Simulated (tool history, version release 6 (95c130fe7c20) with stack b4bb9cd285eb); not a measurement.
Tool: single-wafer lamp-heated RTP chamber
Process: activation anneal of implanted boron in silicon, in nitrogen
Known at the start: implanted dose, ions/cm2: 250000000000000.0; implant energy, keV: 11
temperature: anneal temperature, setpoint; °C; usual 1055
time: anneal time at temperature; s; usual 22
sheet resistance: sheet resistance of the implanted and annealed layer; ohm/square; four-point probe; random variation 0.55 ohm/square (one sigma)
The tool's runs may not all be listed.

run    hour  temperature  time  wafers since the last listed run  wafers since the last pyrometer calibration  wafers since the reflector plate was cleaned  hours since the gauge calibration  read-back reference wafer on the same gauge, sheet resistance  sheet resistance
  1       0         1065    22                                 0                                         3132                                          6153                              994.4                                                         327.05            363.62
  2    70.1         1055    28                               692                                         3824                                          6846                             1064.5                                                         326.89            363.83
       84.1  -- reflector plate cleaned
  3     160         1055    28                               809                                         4634                                           749                             1154.4                                                         326.84            362.94
  4   252.7         1055    28                               915                                         5550                                          1665                             1247.1                                                         326.69            361.91
  5   336.1         1055    14                               824                                         6374                                          2489                             1330.5                                                         326.51            364.23
  6   372.7         1055    22                               361                                         6735                                          2850                             1367.1                                                          326.4            364.06
  7   464.2         1055    22                               904                                         7639                                          3755                             1458.6                                                         326.47            362.56
  8     507         1055    17                               422                                         8062                                          4177                             1501.4                                                         326.16            363.56
      533.1  -- pyrometer window cleaned and pyrometer calibrated
  9   565.7         1055    25                               500                                          321                                          4678                             1560.1                                                         326.14            361.91
 10   634.9         1055    22                               683                                         1005                                          5362                             1629.3                                                         326.14            362.56
 11   696.8         1055    22                               611                                         1617                                          5974                             1691.2                                                            326            362.58
 12     767         1055    22                               693                                         2310                                          6667                             1761.4                                                         325.95            363.04
 13   814.9         1055    22                               473                                         2784                                          7141                             1809.3                                                         325.77            362.27
      825.1  -- reflector plate cleaned
 14   863.7         1055    22                               403                                         3187                                           381                             1858.1                                                         325.83             362.6
 15   948.7         1055    22                               839                                         4027                                          1221                             1943.1                                                         325.67            361.65
 16  1142.7         1055    22                              1916                                         5943                                          3137                             2137.1                                                          325.4            362.17
       1242  -- pyrometer window cleaned and pyrometer calibrated
 17  1242.5         1055    22                               907                                            5                                          4044                             2236.9                                                         325.27            362.99
 18  1341.2         1055    22                               975                                          980                                          5020                             2335.6                                                         325.07             362.9
     1419.8  -- reflector plate cleaned
 19  1436.4         1055    25                               861                                         1842                                           163                             2430.8                                                         325.05            360.81
 20  1510.9         1055    22                               736                                         2578                                           899                             2505.3                                                         324.81            362.62
 21  1604.6         1055    22                               925                                         3503                                          1825                               2599                                                         324.59            361.71
 22  1688.1         1079    33                               825                                         4328                                          2650                             2682.5                                                         324.61            358.21
 23  1755.7         1067     9                               667                                         4996                                          3318                             2750.1                                                         324.57            363.67
 24    1800         1026    17                               437                                         5434                                          3756                             2794.4                                                         324.37            364.19
     2072.8  -- reflector plate cleaned
 25  2073.3         1070    35                              2621                                         8055                                             4                             3067.7                                                         324.05            356.86
       2114  -- pyrometer window cleaned and pyrometer calibrated
 26  2160.5         1033    22                               782                                          459                                           786                             3154.9                                                         323.99            363.31
 27  2252.9         1073    22                               912                                         1372                                          1699                             3247.3                                                         323.87            359.43
     2310.7  -- gauge calibrated
 28  2320.7         1080    15                               669                                         2042                                          2369                                 10                                                          329.4            366.49
 29  2402.9         1055    33                               812                                         2854                                          3181                               92.2                                                         329.22            365.26
 30  2452.4         1055    22                               489                                         3343                                          3671                              141.7                                                         329.27            365.13
 31  2529.5         1079    31                               761                                         4105                                          4432                              218.8                                                         329.02            363.46
 32  2603.6         1069    22                               732                                         4837                                          5164                              292.9                                                         329.04            365.58
     2743.9  -- reflector plate cleaned
 33  2744.4         1072    30                              1312                                         6149                                             4                              433.7                                                          328.9            363.13
 34  2789.4         1081    13                               444                                         6594                                           449                              478.7                                                         328.77            366.87
 35  2886.5         1055    22                               959                                         7553                                          1408                              575.8                                                          328.6            366.49
       2956  -- pyrometer window cleaned and pyrometer calibrated
 36    2983         1038    32                               874                                          266                                          2283                              672.3                                                         328.42            366.21

Run 37 comes next. What will it give?
 37  3064         1043    10                               800                                         1067                                          3083                              753.3                                                              ?                 ?

Run 37 gave read-back reference wafer on the same gauge, sheet resistance 328.26, sheet resistance 367.86 ohm/square.
Without the tool's hidden state the same run would have given sheet resistance 368.63 ohm/square.

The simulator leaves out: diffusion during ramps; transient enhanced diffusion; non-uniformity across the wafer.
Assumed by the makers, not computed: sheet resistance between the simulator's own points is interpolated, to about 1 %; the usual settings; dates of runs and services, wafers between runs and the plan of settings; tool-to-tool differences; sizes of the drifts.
